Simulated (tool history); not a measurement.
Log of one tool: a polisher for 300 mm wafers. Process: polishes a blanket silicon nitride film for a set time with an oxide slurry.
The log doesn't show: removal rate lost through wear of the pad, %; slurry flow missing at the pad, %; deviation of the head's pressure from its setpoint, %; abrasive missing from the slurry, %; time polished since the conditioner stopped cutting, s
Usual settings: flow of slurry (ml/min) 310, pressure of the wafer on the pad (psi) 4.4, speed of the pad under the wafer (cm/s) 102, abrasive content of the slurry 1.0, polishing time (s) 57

run	day	flow of slurry (ml/min)	pressure of the wafer on the pad (psi)	speed of the pad under the wafer (cm/s)	abrasive content of the slurry	polishing time (s)	wafers since the last listed run	wafers polished on this pad	hours since the slurry nozzle was cleaned	hours since the head pressure was calibrated	hours since the slurry blender was calibrated	hours since the conditioning disc was replaced	incoming thickness of the incoming film, nm	film removed (nm)
1	0.000	310	4.4	102	1.0	57	0	1843	74.5	653.4	259.9	198.3	431.9	53.6
# day 3.942: slurry blender recalibrated
2	4.062	310	4.4	102	1.0	57	1070	2913	172.0	750.9	2.9	295.8	438.1	53.6
# day 5.675: conditioning disc replaced and pad reconditioned
3	7.458	310	4.4	102	1.0	57	891	3804	253.5	832.4	84.4	42.8	427.4	53.8
# day 7.742: worn pad replaced by a new one
4	11.496	310	4.4	102	1.0	57	1041	1010	350.4	929.3	181.3	139.7	430.4	52.7
5	14.550	310	4.4	92	1.0	57	821	1831	423.7	1002.6	254.6	213.0	432.0	48.7
# day 15.225: slurry blender recalibrated
6	17.221	310	4.4	92	1.0	57	696	2527	487.8	1066.7	47.9	277.1	434.5	47.7
# day 17.362: slurry nozzle cleaned
# day 18.800: conditioning disc replaced and pad reconditioned
7	18.821	385	4.4	102	1.0	57	396	2924	35.0	1105.1	86.3	0.5	436.9	55.5
# day 21.625: worn pad replaced by a new one
8	27.712	310	3.3	102	1.0	57	2347	1637	248.4	1318.5	299.7	213.9	439.9	41.2
# day 28.938: slurry blender recalibrated
9	30.804	310	3.3	102	1.0	57	809	2447	322.6	1392.7	44.8	288.1	430.0	40.6
10	32.583	310	4.4	102	1.2	57	478	2925	365.3	1435.4	87.5	330.8	428.4	58.7
# day 33.183: conditioning disc replaced and pad reconditioned
# day 33.621: worn pad replaced by a new one
11	34.454	310	4.4	102	1.0	66	436	224	410.2	1480.3	132.4	30.5	438.3	61.4
# day 35.054: head pressure recalibrated
12	37.758	310	4.4	102	1.0	57	866	1090	489.5	64.9	211.7	109.8	428.4	50.6
# day 40.308: slurry nozzle cleaned
13	41.767	415	4.4	102	1.0	68	1067	2157	35.0	161.1	307.9	206.0	426.1	65.3
# day 43.679: slurry blender recalibrated
14	44.283	385	4.4	102	1.0	57	654	2812	95.4	221.5	14.5	266.4	433.1	54.2
# day 44.808: conditioning disc replaced and pad reconditioned
15	46.379	310	3.2	102	1.0	57	541	3354	145.7	271.8	64.8	37.7	428.3	38.3
# day 47.317: worn pad replaced by a new one
16	50.721	360	3.1	68	1.0	50	1123	916	249.9	376.0	169.0	141.9	433.8	24.2
# day 56.146: slurry blender recalibrated
# day 58.483: conditioning disc replaced and pad reconditioned
# day 59.738: slurry nozzle cleaned
# day 61.746: worn pad replaced by a new one
17	61.767	310	5.0	120	1.1	57	2870	5	48.7	641.1	134.9	78.8	426.2	74.4
18	65.183	310	4.4	102	1.0	57	919	924	130.7	723.1	216.9	160.8	434.1	54.6

Hidden state at the last listed run before each entry between runs and at the first one after, where it differs:
Between runs 1 and 2: slurry blender recalibrated (day 3.942)
  slurry flow missing at the pad, %: 6.73 -> 10.2; deviation of the head's pressure from its setpoint, %: 3.48 -> 3.78
  measured less the result without the state, film removed (nm): +1.5 -> +1.5
Between runs 2 and 3: conditioning disc replaced and pad reconditioned (day 5.675)
  slurry flow missing at the pad, %: 10.2 -> 15.3; deviation of the head's pressure from its setpoint, %: 3.78 -> 3.99
  measured less the result without the state, film removed (nm): +1.5 -> +1.2
Between runs 3 and 4: worn pad replaced by a new one (day 7.742)
  slurry flow missing at the pad, %: 15.3 -> 23.9; deviation of the head's pressure from its setpoint, %: 3.99 -> 4.19
  measured less the result without the state, film removed (nm): +1.2 -> +0.8
Between runs 5 and 6: slurry blender recalibrated (day 15.225)
  slurry flow missing at the pad, %: 32.2 -> 40.8; deviation of the head's pressure from its setpoint, %: 4.33 -> 4.43
  measured less the result without the state, film removed (nm): +0.1 -> -0.6
Between runs 6 and 7: slurry nozzle cleaned (day 17.362); conditioning disc replaced and pad reconditioned (day 18.800)
  slurry flow missing at the pad, %: 40.8 -> 2.45; deviation of the head's pressure from its setpoint, %: 4.43 -> 4.48
  measured less the result without the state, film removed (nm): -0.6 -> +2.3
Between runs 7 and 8: worn pad replaced by a new one (day 21.625)
  slurry flow missing at the pad, %: 2.45 -> 11.3; deviation of the head's pressure from its setpoint, %: 4.48 -> 4.72
  measured less the result without the state, film removed (nm): +2.3 -> +1.4
Between runs 8 and 9: slurry blender recalibrated (day 28.938)
  slurry flow missing at the pad, %: 11.3 -> 17.5; deviation of the head's pressure from its setpoint, %: 4.72 -> 4.78
  measured less the result without the state, film removed (nm): +1.4 -> +1.1
Between runs 10 and 11: conditioning disc replaced and pad reconditioned (day 33.183); worn pad replaced by a new one (day 33.621)
  slurry flow missing at the pad, %: 21.8 -> 27; deviation of the head's pressure from its setpoint, %: 4.81 -> 4.84
  measured less the result without the state, film removed (nm): +1.3 -> +1.0
Between runs 11 and 12: head pressure recalibrated (day 35.054)
  slurry flow missing at the pad, %: 27 -> 37.4; deviation of the head's pressure from its setpoint, %: 4.84 -> 0.867
  measured less the result without the state, film removed (nm): +1.0 -> -2.1
Between runs 12 and 13: slurry nozzle cleaned (day 40.308)
  slurry flow missing at the pad, %: 37.4 -> 5.39; deviation of the head's pressure from its setpoint, %: 0.867 -> 1.83
  measured less the result without the state, film removed (nm): -2.1 -> +1.0
Between runs 13 and 14: slurry blender recalibrated (day 43.679)
  slurry flow missing at the pad, %: 5.39 -> 6.55; deviation of the head's pressure from its setpoint, %: 1.83 -> 2.34
  measured less the result without the state, film removed (nm): +1.0 -> +0.9
Between runs 14 and 15: conditioning disc replaced and pad reconditioned (day 44.808)
  slurry flow missing at the pad, %: 6.55 -> 8.33; deviation of the head's pressure from its setpoint, %: 2.34 -> 2.72
  measured less the result without the state, film removed (nm): +0.9 -> +0.7
Between runs 15 and 16: worn pad replaced by a new one (day 47.317)
  slurry flow missing at the pad, %: 8.33 -> 14.4; deviation of the head's pressure from its setpoint, %: 2.72 -> 3.4
  measured less the result without the state, film removed (nm): +0.7 -> +0.5
Between runs 16 and 17: slurry blender recalibrated (day 56.146); conditioning disc replaced and pad reconditioned (day 58.483); slurry nozzle cleaned (day 59.738); worn pad replaced by a new one (day 61.746)
  slurry flow missing at the pad, %: 14.4 -> 3.88; deviation of the head's pressure from its setpoint, %: 3.4 -> 4.61
  measured less the result without the state, film removed (nm): +0.5 -> +3.1

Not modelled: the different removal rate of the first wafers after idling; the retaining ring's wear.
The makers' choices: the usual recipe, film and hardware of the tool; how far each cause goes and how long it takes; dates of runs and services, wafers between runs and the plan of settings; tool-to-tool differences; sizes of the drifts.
